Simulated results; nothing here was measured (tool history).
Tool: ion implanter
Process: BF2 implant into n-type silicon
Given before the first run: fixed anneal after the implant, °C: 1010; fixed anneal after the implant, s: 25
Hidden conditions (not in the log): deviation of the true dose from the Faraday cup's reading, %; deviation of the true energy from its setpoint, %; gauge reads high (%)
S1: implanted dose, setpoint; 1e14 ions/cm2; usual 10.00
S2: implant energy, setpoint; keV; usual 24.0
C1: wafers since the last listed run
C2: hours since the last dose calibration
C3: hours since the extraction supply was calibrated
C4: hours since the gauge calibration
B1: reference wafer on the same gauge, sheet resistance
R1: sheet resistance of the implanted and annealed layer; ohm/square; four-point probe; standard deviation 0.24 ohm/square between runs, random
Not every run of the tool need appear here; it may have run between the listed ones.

{"run": 1, "hour": 0.0, "S1": 7.99, "S2": 19.0, "C1": 0, "C2": 854.6, "C3": 2810.9, "C4": 500.4, "B1": 177.16, "R1": 189.47}
{"run": 2, "hour": 65.6, "S1": 7.99, "S2": 19.0, "C1": 1243, "C2": 920.2, "C3": 2876.5, "C4": 566.0, "B1": 177.02, "R1": 189.05}
{"run": 3, "hour": 165.0, "S1": 10.0, "S2": 24.0, "C1": 1883, "C2": 1019.6, "C3": 2975.9, "C4": 665.4, "B1": 176.99, "R1": 157.59}
{"hour": 234.5, "done": "Faraday cup replaced and dose calibrated"}
{"run": 4, "hour": 263.6, "S1": 10.0, "S2": 24.0, "C1": 1717, "C2": 29.1, "C3": 3074.5, "C4": 764.0, "B1": 176.94, "R1": 159.05}
{"run": 5, "hour": 351.6, "S1": 8.3, "S2": 19.5, "C1": 1667, "C2": 117.1, "C3": 3162.5, "C4": 852.0, "B1": 176.98, "R1": 185.35}
{"run": 6, "hour": 414.6, "S1": 8.3, "S2": 19.5, "C1": 1194, "C2": 180.1, "C3": 3225.5, "C4": 915.0, "B1": 176.94, "R1": 185.54}
{"run": 7, "hour": 487.8, "S1": 10.0, "S2": 24.0, "C1": 1387, "C2": 253.3, "C3": 3298.7, "C4": 988.2, "B1": 176.88, "R1": 158.85}
{"run": 8, "hour": 551.4, "S1": 10.0, "S2": 24.0, "C1": 1205, "C2": 316.9, "C3": 3362.3, "C4": 1051.8, "B1": 177.11, "R1": 159.0}
{"run": 9, "hour": 599.8, "S1": 8.99, "S2": 24.0, "C1": 917, "C2": 365.3, "C3": 3410.7, "C4": 1100.2, "B1": 176.92, "R1": 166.91}
{"hour": 668.9, "done": "extraction supply calibrated"}
{"run": 10, "hour": 696.1, "S1": 10.0, "S2": 29.0, "C1": 1673, "C2": 461.6, "C3": 27.2, "C4": 1196.5, "B1": 177.01, "R1": 150.78}
{"run": 11, "hour": 752.8, "S1": 10.0, "S2": 24.0, "C1": 1074, "C2": 518.3, "C3": 83.9, "C4": 1253.2, "B1": 176.93, "R1": 160.69}
{"run": 12, "hour": 795.9, "S1": 10.0, "S2": 24.0, "C1": 816, "C2": 561.4, "C3": 127.0, "C4": 1296.3, "B1": 176.93, "R1": 160.45}
{"run": 13, "hour": 861.9, "S1": 10.0, "S2": 24.0, "C1": 1250, "C2": 627.4, "C3": 193.0, "C4": 1362.3, "B1": 176.92, "R1": 160.34}
{"run": 14, "hour": 937.1, "S1": 7.37, "S2": 26.0, "C1": 1425, "C2": 702.6, "C3": 268.2, "C4": 1437.5, "B1": 177.07, "R1": 183.12}
{"run": 15, "hour": 1007.4, "S1": 9.18, "S2": 27.0, "C1": 1332, "C2": 772.9, "C3": 338.5, "C4": 1507.8, "B1": 177.08, "R1": 160.36}
{"run": 16, "hour": 1052.9, "S1": 10.0, "S2": 24.0, "C1": 862, "C2": 818.4, "C3": 384.0, "C4": 1553.3, "B1": 177.09, "R1": 160.28}
{"run": 17, "hour": 1127.1, "S1": 8.76, "S2": 28.0, "C1": 1406, "C2": 892.6, "C3": 458.2, "C4": 1627.5, "B1": 177.09, "R1": 161.81}
{"run": 18, "hour": 1230.2, "S1": 11.34, "S2": 29.0, "C1": 1954, "C2": 995.7, "C3": 561.3, "C4": 1730.6, "B1": 176.98, "R1": 141.76}
{"run": 19, "hour": 1320.1, "S1": 11.4, "S2": 24.0, "C1": 1703, "C2": 1085.6, "C3": 651.2, "C4": 1820.5, "B1": 177.06, "R1": 151.44}
{"run": 20, "hour": 1400.0, "S1": 12.62, "S2": 28.5, "C1": 1514, "C2": 1165.5, "C3": 731.1, "C4": 1900.4, "B1": 177.0, "R1": 137.55}
{"hour": 1487.3, "done": "Faraday cup replaced and dose calibrated"}
{"hour": 1491.9, "done": "gauge calibrated"}
{"run": 21, "hour": 1501.9, "S1": 12.5, "S2": 17.5, "C1": 1779, "C2": 14.6, "C3": 833.0, "C4": 10.0, "B1": 177.04, "R1": 166.4}
{"run": 22, "hour": 1578.4, "S1": 10.0, "S2": 28.5, "C1": 1449, "C2": 91.1, "C3": 909.5, "C4": 86.5, "B1": 176.94, "R1": 151.99}
{"run": 23, "hour": 1671.1, "S1": 8.43, "S2": 30.0, "C1": 1756, "C2": 183.8, "C3": 1002.2, "C4": 179.2, "B1": 177.05, "R1": 163.61}
{"run": 24, "hour": 1707.5, "S1": 7.74, "S2": 31.0, "C1": 689, "C2": 220.2, "C3": 1038.6, "C4": 215.6, "B1": 176.99, "R1": 171.74}
{"run": 25, "hour": 1783.5, "S1": 10.0, "S2": 24.0, "C1": 1440, "C2": 296.2, "C3": 1114.6, "C4": 291.6, "B1": 177.03, "R1": 160.54}
{"run": 26, "hour": 1873.2, "S1": 11.48, "S2": 31.0, "C1": 1700, "C2": 385.9, "C3": 1204.3, "C4": 381.3, "B1": 176.92, "R1": 138.61}

Some steps in R1, run to run, broken into two amounts with sign: the step expected even without the hidden condition (settings, incoming material, random variation), and the rest, left for the hidden condition together with whatever gauge scatter is not in both the measured and the hidden-condition-free result:
Run 2 -> 3: S1 7.99 -> 10.00, S2 19.0 -> 24.0. R1 -31.46 ohm/square: hidden state +0.42, all else -31.88.
Run 3 -> 4: Faraday cup replaced and dose calibrated. R1 +1.46 ohm/square: hidden state +1.40, all else +0.06.
Run 9 -> 10: S1 8.99 -> 10.00, S2 24.0 -> 29.0, extraction supply calibrated. R1 -16.13 ohm/square: hidden state +2.10, all else -18.23.
Run 20 -> 21: S1 12.62 -> 12.50, S2 28.5 -> 17.5, Faraday cup replaced and dose calibrated, gauge calibrated. R1 +28.85 ohm/square: hidden state +1.25, all else +27.60.

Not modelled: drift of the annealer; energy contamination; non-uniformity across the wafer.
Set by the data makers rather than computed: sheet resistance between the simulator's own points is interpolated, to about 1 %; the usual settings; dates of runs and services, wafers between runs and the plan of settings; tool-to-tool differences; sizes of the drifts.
